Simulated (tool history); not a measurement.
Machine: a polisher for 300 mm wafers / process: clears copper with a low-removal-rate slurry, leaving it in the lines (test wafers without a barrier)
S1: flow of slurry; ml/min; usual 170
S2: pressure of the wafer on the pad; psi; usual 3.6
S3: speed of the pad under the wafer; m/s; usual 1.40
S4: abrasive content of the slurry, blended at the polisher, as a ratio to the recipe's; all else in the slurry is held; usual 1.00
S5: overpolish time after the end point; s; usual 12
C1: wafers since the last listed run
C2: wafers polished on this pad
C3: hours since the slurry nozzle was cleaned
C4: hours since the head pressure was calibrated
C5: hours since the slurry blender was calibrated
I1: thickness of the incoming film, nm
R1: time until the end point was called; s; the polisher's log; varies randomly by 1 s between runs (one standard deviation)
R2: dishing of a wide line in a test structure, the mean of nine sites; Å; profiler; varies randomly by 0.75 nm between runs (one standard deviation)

{"run": 1, "day": 0.0, "S1": 170, "S2": 3.6, "S3": 1.4, "S4": 0.9, "S5": 12, "C1": 0, "C2": 275, "C3": 24.3, "C4": 555.3, "C5": 4.7, "I1": 498.5, "R1": 100.9, "R2": 410}
{"run": 2, "day": 1.704, "S1": 170, "S2": 3.6, "S3": 1.4, "S4": 0.9, "S5": 12, "C1": 376, "C2": 651, "C3": 65.2, "C4": 596.2, "C5": 45.6, "I1": 495.1, "R1": 100.6, "R2": 402}
{"run": 3, "day": 4.767, "S1": 170, "S2": 3.6, "S3": 1.4, "S4": 1.0, "S5": 12, "C1": 676, "C2": 1327, "C3": 138.7, "C4": 669.7, "C5": 119.1, "I1": 492.2, "R1": 100.1, "R2": 412}
{"day": 5.221, "done": "head pressure recalibrated"}
{"run": 4, "day": 12.083, "S1": 170, "S2": 3.6, "S3": 1.4, "S4": 1.0, "S5": 12, "C1": 1597, "C2": 2924, "C3": 314.3, "C4": 164.7, "C5": 294.7, "I1": 498.8, "R1": 104.3, "R2": 389}
{"day": 13.821, "done": "slurry blender recalibrated"}
{"day": 14.142, "done": "worn pad replaced by a new one"}
{"run": 5, "day": 14.962, "S1": 170, "S2": 3.6, "S3": 1.4, "S4": 1.0, "S5": 12, "C1": 580, "C2": 181, "C3": 383.4, "C4": 233.8, "C5": 27.4, "I1": 485.2, "R1": 100.1, "R2": 407}
{"day": 23.854, "done": "slurry nozzle cleaned"}
{"run": 6, "day": 24.971, "S1": 170, "S2": 4.3, "S3": 1.54, "S4": 1.0, "S5": 12, "C1": 2200, "C2": 2382, "C3": 26.8, "C4": 474.0, "C5": 267.6, "I1": 503.3, "R1": 79.4, "R2": 493}
{"run": 7, "day": 27.454, "S1": 170, "S2": 3.6, "S3": 1.4, "S4": 1.0, "S5": 12, "C1": 548, "C2": 2930, "C3": 86.4, "C4": 533.6, "C5": 327.2, "I1": 501.1, "R1": 103.3, "R2": 386}
{"day": 27.912, "done": "slurry blender recalibrated"}
{"day": 29.3, "done": "worn pad replaced by a new one"}
{"run": 8, "day": 31.288, "S1": 170, "S2": 3.6, "S3": 1.4, "S4": 1.0, "S5": 12, "C1": 791, "C2": 438, "C3": 178.4, "C4": 625.6, "C5": 81.0, "I1": 496.7, "R1": 99.9, "R2": 402}
{"run": 9, "day": 34.375, "S1": 170, "S2": 3.6, "S3": 1.4, "S4": 1.0, "S5": 12, "C1": 681, "C2": 1120, "C3": 252.5, "C4": 699.7, "C5": 155.1, "I1": 497.0, "R1": 102.3, "R2": 399}
{"day": 36.708, "done": "head pressure recalibrated"}
{"run": 10, "day": 37.712, "S1": 155, "S2": 3.6, "S3": 1.4, "S4": 1.0, "S5": 8, "C1": 718, "C2": 1838, "C3": 332.6, "C4": 24.1, "C5": 235.2, "I1": 491.9, "R1": 103.4, "R2": 275}
{"run": 11, "day": 41.138, "S1": 170, "S2": 3.6, "S3": 1.4, "S4": 1.0, "S5": 12, "C1": 756, "C2": 2594, "C3": 414.8, "C4": 106.3, "C5": 317.4, "I1": 491.9, "R1": 103.6, "R2": 394}
{"run": 12, "day": 43.033, "S1": 170, "S2": 3.6, "S3": 1.4, "S4": 1.2, "S5": 12, "C1": 418, "C2": 3013, "C3": 460.3, "C4": 151.8, "C5": 362.9, "I1": 490.2, "R1": 103.6, "R2": 410}
{"day": 44.962, "done": "slurry blender recalibrated"}
{"day": 45.083, "done": "slurry nozzle cleaned"}
{"run": 13, "day": 45.396, "S1": 170, "S2": 3.1, "S3": 1.22, "S4": 0.75, "S5": 10, "C1": 494, "C2": 3507, "C3": 7.5, "C4": 208.5, "C5": 10.4, "I1": 491.3, "R1": 139.2, "R2": 258}
{"day": 46.817, "done": "worn pad replaced by a new one"}
{"run": 14, "day": 47.646, "S1": 170, "S2": 3.6, "S3": 1.4, "S4": 1.0, "S5": 12, "C1": 460, "C2": 183, "C3": 61.5, "C4": 262.5, "C5": 64.4, "I1": 494.0, "R1": 99.3, "R2": 407}
{"run": 15, "day": 50.433, "S1": 170, "S2": 3.6, "S3": 1.4, "S4": 1.0, "S5": 12, "C1": 615, "C2": 798, "C3": 128.4, "C4": 329.4, "C5": 131.3, "I1": 494.5, "R1": 100.8, "R2": 395}
{"run": 16, "day": 53.971, "S1": 170, "S2": 3.6, "S3": 1.4, "S4": 1.0, "S5": 17, "C1": 781, "C2": 1579, "C3": 213.3, "C4": 414.3, "C5": 216.2, "I1": 496.1, "R1": 101.5, "R2": 528}
{"run": 17, "day": 55.75, "S1": 170, "S2": 3.6, "S3": 1.4, "S4": 1.0, "S5": 12, "C1": 392, "C2": 1972, "C3": 256.0, "C4": 457.0, "C5": 258.9, "I1": 485.5, "R1": 100.8, "R2": 391}
{"run": 18, "day": 58.762, "S1": 170, "S2": 3.6, "S3": 1.18, "S4": 0.8, "S5": 12, "C1": 665, "C2": 2637, "C3": 328.3, "C4": 529.3, "C5": 331.2, "I1": 494.1, "R1": 128.2, "R2": 328}
{"day": 59.004, "done": "slurry blender recalibrated"}
{"run": 19, "day": 61.138, "S1": 170, "S2": 3.6, "S3": 1.86, "S4": 1.0, "S5": 12, "C1": 506, "C2": 3143, "C3": 385.3, "C4": 586.3, "C5": 51.2, "I1": 485.3, "R1": 75.8, "R2": 508}
{"day": 64.725, "done": "worn pad replaced by a new one"}
{"day": 65.021, "done": "head pressure recalibrated"}
{"day": 65.375, "done": "slurry nozzle cleaned"}
{"run": 20, "day": 72.746, "S1": 170, "S2": 2.9, "S3": 1.4, "S4": 1.0, "S5": 12, "C1": 2498, "C2": 1743, "C3": 176.9, "C4": 185.4, "C5": 329.8, "I1": 490.4, "R1": 127.9, "R2": 325}
{"run": 21, "day": 74.517, "S1": 170, "S2": 3.6, "S3": 1.4, "S4": 1.0, "S5": 12, "C1": 391, "C2": 2134, "C3": 219.4, "C4": 227.9, "C5": 372.3, "I1": 497.5, "R1": 103.9, "R2": 402}
{"day": 77.046, "done": "slurry blender recalibrated"}
{"run": 22, "day": 78.596, "S1": 170, "S2": 3.6, "S3": 1.16, "S4": 1.0, "S5": 12, "C1": 882, "C2": 3016, "C3": 317.3, "C4": 325.8, "C5": 37.2, "I1": 489.4, "R1": 116.9, "R2": 348}

Predict each of these 5 candidate next runs independently; none follows another, all start after run 22:
{"run": "A", "day": 78.617, "S1": 170, "S2": 3.6, "S3": 1.4, "S4": 1.0, "S5": 12, "C1": 4, "C2": 3021, "C3": 317.8, "C4": 326.3, "C5": 37.7, "I1": 490.7, "R1": "?", "R2": "?"}
{"run": "B", "day": 78.617, "S1": 170, "S2": 3.6, "S3": 1.76, "S4": 1.0, "S5": 10, "C1": 4, "C2": 3021, "C3": 317.8, "C4": 326.3, "C5": 37.7, "I1": 490.7, "R1": "?", "R2": "?"}
{"run": "C", "day": 78.617, "S1": 170, "S2": 2.5, "S3": 1.4, "S4": 1.0, "S5": 12, "C1": 4, "C2": 3021, "C3": 317.8, "C4": 326.3, "C5": 37.7, "I1": 490.7, "R1": "?", "R2": "?"}
{"run": "D", "day": 78.617, "S1": 190, "S2": 3.6, "S3": 1.0, "S4": 1.0, "S5": 9, "C1": 4, "C2": 3021, "C3": 317.8, "C4": 326.3, "C5": 37.7, "I1": 490.7, "R1": "?", "R2": "?"}
{"run": "E", "day": 78.617, "S1": 200, "S2": 2.7, "S3": 1.4, "S4": 1.1, "S5": 14, "C1": 4, "C2": 3021, "C3": 317.8, "C4": 326.3, "C5": 37.7, "I1": 490.7, "R1": "?", "R2": "?"}

run=A R1=98.7 R2=399
run=B R1=79.3 R2=411
run=C R1=142.1 R2=284
run=D R1=132.9 R2=236
run=E R1=125.1 R2=366
With the hidden condition removed and each run's random variation left untouched, the same runs would have given:
run=A R1=95.3 R2=411
run=B R1=76.6 R2=424
run=C R1=137.2 R2=293
run=D R1=128.6 R2=244
run=E R1=121.1 R2=376
